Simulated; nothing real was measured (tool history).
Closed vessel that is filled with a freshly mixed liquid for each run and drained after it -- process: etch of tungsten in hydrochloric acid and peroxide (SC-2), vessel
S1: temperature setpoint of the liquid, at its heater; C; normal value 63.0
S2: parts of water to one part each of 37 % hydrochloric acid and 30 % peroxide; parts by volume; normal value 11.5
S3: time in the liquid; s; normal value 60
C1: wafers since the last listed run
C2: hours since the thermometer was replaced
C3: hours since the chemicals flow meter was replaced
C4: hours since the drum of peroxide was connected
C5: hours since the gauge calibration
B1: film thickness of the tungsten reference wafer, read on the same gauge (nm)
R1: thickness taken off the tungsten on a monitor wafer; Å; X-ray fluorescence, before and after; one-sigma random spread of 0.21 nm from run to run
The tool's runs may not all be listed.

| run | hour | S1 | S2 | S3 | C1 | C2 | C3 | C4 | C5 | B1 | R1 |
|---|---|---|---|---|---|---|---|---|---|---|---|
| 1 | 0.0 | 63.0 | 11.5 | 60 | 0 | 1640.9 | 1598.4 | 635.2 | 23.1 | 50.03 | 237.9 |
| 2 | 6.2 | 63.0 | 11.5 | 60 | 460 | 1647.1 | 1604.6 | 641.4 | 29.3 | 50.02 | 236.6 |
| 3 | 22.5 | 57.5 | 9.5 | 60 | 1209 | 1663.4 | 1620.9 | 657.7 | 45.6 | 49.95 | 195.7 |
| 4 | 52.1 | 63.0 | 11.5 | 60 | 2197 | 1693.0 | 1650.5 | 687.3 | 75.2 | 50.03 | 236.5 |
| 5 | 58.4 | 63.0 | 11.5 | 60 | 467 | 1699.3 | 1656.8 | 693.6 | 81.5 | 49.98 | 236.0 |
| 6 | 73.8 | 63.0 | 11.5 | 60 | 1143 | 1714.7 | 1672.2 | 709.0 | 96.9 | 50.02 | 235.7 |
| 7 | 90.1 | 63.0 | 11.5 | 60 | 1209 | 1731.0 | 1688.5 | 725.3 | 113.2 | 50.00 | 237.1 |
|  | 97.6 | new drum of peroxide connected |
| 8 | 98.1 | 63.0 | 10.0 | 60 | 519 | 1739.0 | 1696.5 | 0.5 | 121.2 | 50.00 | 262.0 |
| 9 | 111.1 | 63.0 | 10.0 | 60 | 964 | 1752.0 | 1709.5 | 13.5 | 134.2 | 49.95 | 264.0 |
|  | 119.4 | chemicals flow meter replaced |
|  | 121.3 | thermometer replaced |
| 10 | 125.8 | 63.0 | 10.0 | 60 | 942 | 4.5 | 6.4 | 28.2 | 148.9 | 50.01 | 265.4 |
| 11 | 143.6 | 63.0 | 7.0 | 60 | 1321 | 22.3 | 24.2 | 46.0 | 166.7 | 50.06 | 356.2 |
| 12 | 152.2 | 63.0 | 7.0 | 60 | 638 | 30.9 | 32.8 | 54.6 | 175.3 | 49.98 | 355.4 |
| 13 | 169.8 | 57.5 | 8.5 | 95 | 1306 | 48.5 | 50.4 | 72.2 | 192.9 | 49.94 | 340.7 |
| 14 | 186.0 | 63.0 | 11.5 | 60 | 1202 | 64.7 | 66.6 | 88.4 | 209.1 | 50.00 | 235.3 |
| 15 | 201.3 | 72.0 | 8.5 | 45 | 1135 | 80.0 | 81.9 | 103.7 | 224.4 | 49.98 | 385.4 |
| 16 | 215.6 | 68.0 | 16.5 | 50 | 1061 | 94.3 | 96.2 | 118.0 | 238.7 | 49.98 | 195.8 |
|  | 226.6 | gauge calibrated |
| 17 | 229.9 | 63.0 | 10.0 | 60 | 1061 | 108.6 | 110.5 | 132.3 | 3.3 | 50.00 | 264.1 |
| 18 | 236.9 | 65.5 | 13.0 | 90 | 519 | 115.6 | 117.5 | 139.3 | 10.3 | 50.01 | 370.8 |
| 19 | 250.0 | 66.5 | 11.5 | 60 | 972 | 128.7 | 130.6 | 152.4 | 23.4 | 49.97 | 287.4 |
| 20 | 257.8 | 63.0 | 11.5 | 60 | 578 | 136.5 | 138.4 | 160.2 | 31.2 | 50.00 | 236.7 |
| 21 | 267.6 | 69.0 | 7.0 | 60 | 727 | 146.3 | 148.2 | 170.0 | 41.0 | 50.02 | 502.8 |
| 22 | 284.3 | 70.5 | 11.5 | 60 | 1239 | 163.0 | 164.9 | 186.7 | 57.7 | 49.98 | 374.2 |
| 23 | 294.1 | 63.0 | 10.0 | 30 | 727 | 172.8 | 174.7 | 196.5 | 67.5 | 49.99 | 131.1 |
| 24 | 301.8 | 63.0 | 11.5 | 60 | 571 | 180.5 | 182.4 | 204.2 | 75.2 | 49.95 | 237.8 |
| 25 | 308.7 | 63.0 | 11.5 | 35 | 512 | 187.4 | 189.3 | 211.1 | 82.1 | 50.00 | 134.5 |

Alternative continuations, all from the tool just after run 25; predict every row:
| A | 309.4 | 58.5 | 11.5 | 60 | 51 | 188.1 | 190.0 | 211.8 | 82.8 | ? | ? |
| B | 309.4 | 54.5 | 11.5 | 90 | 51 | 188.1 | 190.0 | 211.8 | 82.8 | ? | ? |
| C | 309.4 | 63.0 | 11.5 | 75 | 51 | 188.1 | 190.0 | 211.8 | 82.8 | ? | ? |
| D | 309.4 | 56.0 | 11.5 | 60 | 51 | 188.1 | 190.0 | 211.8 | 82.8 | ? | ? |

| run | B1 | R1 |
|---|---|---|
| A | 50.01 | 174.2 |
| B | 50.01 | 202.2 |
| C | 50.01 | 288.4 |
| D | 50.01 | 148.5 |
Without the tool's unlogged condition, the same runs would have read:
| run | R1 |
|---|---|
| A | 174.2 |
| B | 202.2 |
| C | 288.4 |
| D | 148.5 |
